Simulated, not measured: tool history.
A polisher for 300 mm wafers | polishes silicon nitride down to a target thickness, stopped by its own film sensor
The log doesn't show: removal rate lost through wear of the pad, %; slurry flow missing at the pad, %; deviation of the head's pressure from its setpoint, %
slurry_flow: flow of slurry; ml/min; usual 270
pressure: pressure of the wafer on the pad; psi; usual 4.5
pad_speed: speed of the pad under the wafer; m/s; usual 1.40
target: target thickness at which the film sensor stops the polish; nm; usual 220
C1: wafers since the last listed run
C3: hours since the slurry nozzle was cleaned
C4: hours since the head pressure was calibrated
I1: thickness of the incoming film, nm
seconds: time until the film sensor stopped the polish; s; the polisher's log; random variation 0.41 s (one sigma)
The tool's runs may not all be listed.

Run 1, hour 0.0: usual settings; C1 0; wafers polished on this pad 1720; C3 44.8; C4 462.5; I1 368.2. Result: seconds 46.0 s.
Run 2, hour 69.0: usual settings but pressure 5.4 psi; C1 785; wafers polished on this pad 2506; C3 113.8; C4 531.5; I1 368.9. Result: seconds 42.5 s.
At hour 89.9: worn pad replaced by a new one.
Run 3, hour 111.2: usual settings; C1 434; wafers polished on this pad 242; C3 156.0; C4 573.7; I1 365.2. Result: seconds 45.1 s.
Run 4, hour 157.0: usual settings; C1 521; wafers polished on this pad 763; C3 201.8; C4 619.5; I1 370.3. Result: seconds 47.5 s.
Run 5, hour 184.2: usual settings; C1 309; wafers polished on this pad 1073; C3 229.0; C4 646.7; I1 369.3. Result: seconds 48.0 s.
Run 6, hour 253.7: usual settings; C1 791; wafers polished on this pad 1864; C3 298.5; C4 716.2; I1 366.3. Result: seconds 48.7 s.
At hour 309.6: slurry nozzle cleaned.
Run 7, hour 316.1: usual settings; C1 699; wafers polished on this pad 2563; C3 6.5; C4 778.6; I1 367.1. Result: seconds 47.8 s.
At hour 357.0: worn pad replaced by a new one.
Run 8, hour 380.3: usual settings but slurry_flow 320 ml/min; C1 685; wafers polished on this pad 265; C3 70.7; C4 842.8; I1 376.6. Result: seconds 45.6 s.
At hour 548.0: head pressure recalibrated.
Run 9, hour 593.0: usual settings but slurry_flow 320 ml/min; C1 2398; wafers polished on this pad 2664; C3 283.4; C4 45.0; I1 375.4. Result: seconds 51.6 s.
Run 10, hour 620.3: usual settings but slurry_flow 320 ml/min; C1 310; wafers polished on this pad 2974; C3 310.7; C4 72.3; I1 374.0. Result: seconds 51.8 s.
At hour 658.7: worn pad replaced by a new one.
Run 11, hour 659.2: usual settings but slurry_flow 250 ml/min, pressure 3.5 psi; C1 397; wafers polished on this pad 6; C3 349.6; C4 111.2; I1 373.4. Result: seconds 59.1 s.
At hour 701.2: slurry nozzle cleaned.
Run 12, hour 701.7: usual settings but slurry_flow 335 ml/min, pressure 5.8 psi, pad_speed 1.62 m/s, target 241 nm; C1 472; wafers polished on this pad 478; C3 0.5; C4 153.7; I1 375.3. Result: seconds 30.0 s.
Run 13, hour 745.0: usual settings but pressure 5.4 psi; C1 492; wafers polished on this pad 971; C3 43.8; C4 197.0; I1 365.3. Result: seconds 39.1 s.
At hour 893.5: worn pad replaced by a new one.
Run 14, hour 951.8: usual settings but slurry_flow 190 ml/min, pad_speed 1.10 m/s, target 241 nm; C1 2308; wafers polished on this pad 663; C3 250.6; C4 403.8; I1 368.8. Result: seconds 50.3 s.
Run 15, hour 979.9: usual settings; C1 319; wafers polished on this pad 983; C3 278.7; C4 431.9; I1 374.2. Result: seconds 50.4 s.
Run 16, hour 1040.6: usual settings but pressure 3.8 psi, target 239 nm; C1 691; wafers polished on this pad 1674; C3 339.4; C4 492.6; I1 365.5. Result: seconds 48.3 s.
At hour 1100.0: slurry nozzle cleaned.
Run 17, hour 1106.9: usual settings but slurry_flow 315 ml/min, pressure 5.4 psi, pad_speed 1.78 m/s, target 269 nm; C1 743; wafers polished on this pad 2417; C3 6.9; C4 558.9; I1 366.3. Result: seconds 23.1 s.
Run 18, hour 1136.3: usual settings but slurry_flow 205 ml/min, pressure 5.2 psi; C1 334; wafers polished on this pad 2752; C3 36.3; C4 588.3; I1 373.9. Result: seconds 47.5 s.
At hour 1165.5: worn pad replaced by a new one.
Run 19, hour 1197.7: usual settings but slurry_flow 325 ml/min, target 262 nm; C1 653; wafers polished on this pad 366; C3 97.7; C4 649.7; I1 368.9. Result: seconds 31.2 s.
Run 20, hour 1261.5: usual settings but slurry_flow 320 ml/min; C1 726; wafers polished on this pad 1093; C3 161.5; C4 713.5; I1 372.8. Result: seconds 47.3 s.
Run 21, hour 1320.7: usual settings but slurry_flow 360 ml/min; C1 673; wafers polished on this pad 1767; C3 220.7; C4 772.7; I1 364.7. Result: seconds 44.8 s.
Run 22, hour 1354.1: usual settings but target 235 nm; C1 380; wafers polished on this pad 2147; C3 254.1; C4 806.1; I1 367.9. Result: seconds 43.9 s.

Hidden state at the last listed run before each entry between runs and at the first one after, where it differs:
Between runs 2 and 3: worn pad replaced by a new one (hour 89.9)
  removal rate lost through wear of the pad, %: 7.86 -> 2.19; slurry flow missing at the pad, %: 29.1 -> 33.9
  measured less the result without the state, seconds: +4.8 -> +3.1 s
Between runs 6 and 7: slurry nozzle cleaned (hour 309.6)
  removal rate lost through wear of the pad, %: 6.06 -> 9.64; slurry flow missing at the pad, %: 41.8 -> 2.98
  measured less the result without the state, seconds: +6.0 -> +4.7 s
Between runs 7 and 8: worn pad replaced by a new one (hour 357.0)
  removal rate lost through wear of the pad, %: 9.64 -> 0.849; slurry flow missing at the pad, %: 2.98 -> 19.6
  measured less the result without the state, seconds: +4.7 -> +1.3 s
Between runs 8 and 9: head pressure recalibrated (hour 548.0)
  removal rate lost through wear of the pad, %: 0.849 -> 8.96; slurry flow missing at the pad, %: 19.6 -> 38.9
  measured less the result without the state, seconds: +1.3 -> +7.0 s
Between runs 10 and 11: worn pad replaced by a new one (hour 658.7)
  removal rate lost through wear of the pad, %: 11 -> 1.76; slurry flow missing at the pad, %: 39.7 -> 40.6
  measured less the result without the state, seconds: +8.1 -> +5.0 s
Between runs 11 and 12: slurry nozzle cleaned (hour 701.2)
  removal rate lost through wear of the pad, %: 1.76 -> 2.03; slurry flow missing at the pad, %: 40.6 -> 8.32
  measured less the result without the state, seconds: +5.0 -> +0.8 s
Between runs 13 and 14: worn pad replaced by a new one (hour 893.5)
  removal rate lost through wear of the pad, %: 2.85 -> 2.6; slurry flow missing at the pad, %: 21.1 -> 45.1
  measured less the result without the state, seconds: +2.1 -> +6.3 s
Between runs 16 and 17: slurry nozzle cleaned (hour 1100.0)
  removal rate lost through wear of the pad, %: 5.28 -> 8.79; slurry flow missing at the pad, %: 47.8 -> 8.19
  measured less the result without the state, seconds: +6.4 -> +2.2 s
Between runs 18 and 19: worn pad replaced by a new one (hour 1165.5)
  removal rate lost through wear of the pad, %: 10.8 -> 0.261; slurry flow missing at the pad, %: 16.9 -> 29.4
  measured less the result without the state, seconds: +6.2 -> +1.1 s
